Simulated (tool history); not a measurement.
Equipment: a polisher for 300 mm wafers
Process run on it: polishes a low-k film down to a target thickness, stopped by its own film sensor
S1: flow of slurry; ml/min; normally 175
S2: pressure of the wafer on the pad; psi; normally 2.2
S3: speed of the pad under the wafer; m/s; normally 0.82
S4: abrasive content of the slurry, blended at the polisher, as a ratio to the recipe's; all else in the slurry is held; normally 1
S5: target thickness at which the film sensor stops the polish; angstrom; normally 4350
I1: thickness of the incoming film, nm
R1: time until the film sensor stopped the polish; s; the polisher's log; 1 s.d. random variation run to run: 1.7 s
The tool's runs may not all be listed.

| run | hour | S1 | S2 | S3 | S4 | S5 | I1 | R1 |
|---|---|---|---|---|---|---|---|---|
| 1 | 0 | 175 | 2.7 | 0.82 | 1 | 4260 | 466.9 | 96.9 |
| 2 | 17.8 | 175 | 2.7 | 0.82 | 1 | 4260 | 470.8 | 108.3 |
| 3 | 34.9 | 175 | 2.7 | 0.82 | 1 | 4260 | 474 | 122.9 |
| 4 | 47.2 | 175 | 2.2 | 0.82 | 1 | 4350 | 474.1 | 125.5 |
| 5 | 54.8 | 220 | 2.2 | 0.82 | 1 | 4350 | 466.9 | 96.5 |
| 6 | 61.1 | 175 | 2.2 | 0.82 | 1 | 4350 | 468.8 | 106.5 |
|  | 69.8 | worn pad replaced by a new one |
| 7 | 74.9 | 175 | 2.4 | 0.82 | 0.85 | 4350 | 474.5 | 104.7 |
| 8 | 87.7 | 150 | 2.2 | 0.82 | 1 | 4350 | 465.1 | 88.4 |
| 9 | 100.3 | 150 | 2.2 | 0.82 | 1 | 4350 | 459.8 | 76.6 |
| 10 | 112 | 150 | 2.2 | 0.82 | 1 | 4350 | 463.9 | 89.8 |
| 11 | 128 | 235 | 3 | 0.94 | 0.9 | 4350 | 463.8 | 57.3 |
|  | 140.8 | slurry blender recalibrated |
| 12 | 144.1 | 175 | 2.2 | 0.82 | 1 | 4350 | 468 | 100 |
| 13 | 160.8 | 175 | 2.2 | 0.82 | 1.25 | 4440 | 471.8 | 82.2 |
|  | 165.6 | slurry nozzle cleaned |
|  | 184.8 | worn pad replaced by a new one |
| 14 | 188.9 | 175 | 2.2 | 0.82 | 1 | 4350 | 468.4 | 91.9 |
|  | 235.9 | head pressure recalibrated |
| 15 | 239.1 | 175 | 2.2 | 0.82 | 1 | 4350 | 469 | 104.2 |
|  | 263.3 | conditioning disc replaced and pad reconditioned |
| 16 | 266.7 | 175 | 2.2 | 0.56 | 0.7 | 4350 | 470.6 | 166.8 |
| 17 | 278.3 | 155 | 1.7 | 0.72 | 0.8 | 4350 | 468.1 | 164.1 |
| 18 | 289.7 | 175 | 1.6 | 0.82 | 1 | 4350 | 467.7 | 141.2 |
| 19 | 297 | 175 | 2.2 | 0.96 | 1 | 4260 | 467.3 | 116.6 |
|  | 309.6 | worn pad replaced by a new one |
| 20 | 310.1 | 220 | 1.4 | 0.92 | 1 | 4350 | 459.4 | 91.9 |
| 21 | 319.5 | 195 | 2.2 | 0.82 | 1 | 4350 | 460.8 | 74.6 |
| 22 | 330.7 | 175 | 1.9 | 0.82 | 1 | 4390 | 470.5 | 101.1 |
| 23 | 348.5 | 175 | 2.2 | 1.02 | 0.75 | 4350 | 477.6 | 116.4 |
| 24 | 357.8 | 200 | 2.2 | 0.82 | 1 | 4350 | 468.3 | 97.9 |
| 25 | 373.8 | 205 | 2.2 | 0.58 | 1 | 4350 | 474.8 | 157.5 |

Below are 5 alternative next runs, each starting from the tool's condition after run 25. Predict each:
| A | 374.2 | 175 | 2.2 | 0.82 | 1 | 4350 | 474.1 | ? |
| B | 374.2 | 175 | 2.2 | 0.82 | 1 | 4290 | 474.1 | ? |
| C | 374.2 | 175 | 2.4 | 0.82 | 1 | 4350 | 474.1 | ? |
| D | 374.2 | 175 | 2.2 | 1 | 1.2 | 4350 | 474.1 | ? |
| E | 374.2 | 225 | 2.2 | 0.82 | 1 | 4350 | 474.1 | ? |

| run | R1 |
|---|---|
| A | 123.5 |
| B | 142.5 |
| C | 113.2 |
| D | 100.5 |
| E | 120.3 |
With no hidden state in the tool, these same runs would have given:
| run | R1 |
|---|---|
| A | 107.8 |
| B | 124.3 |
| C | 98.8 |
| D | 87.7 |
| E | 104.9 |

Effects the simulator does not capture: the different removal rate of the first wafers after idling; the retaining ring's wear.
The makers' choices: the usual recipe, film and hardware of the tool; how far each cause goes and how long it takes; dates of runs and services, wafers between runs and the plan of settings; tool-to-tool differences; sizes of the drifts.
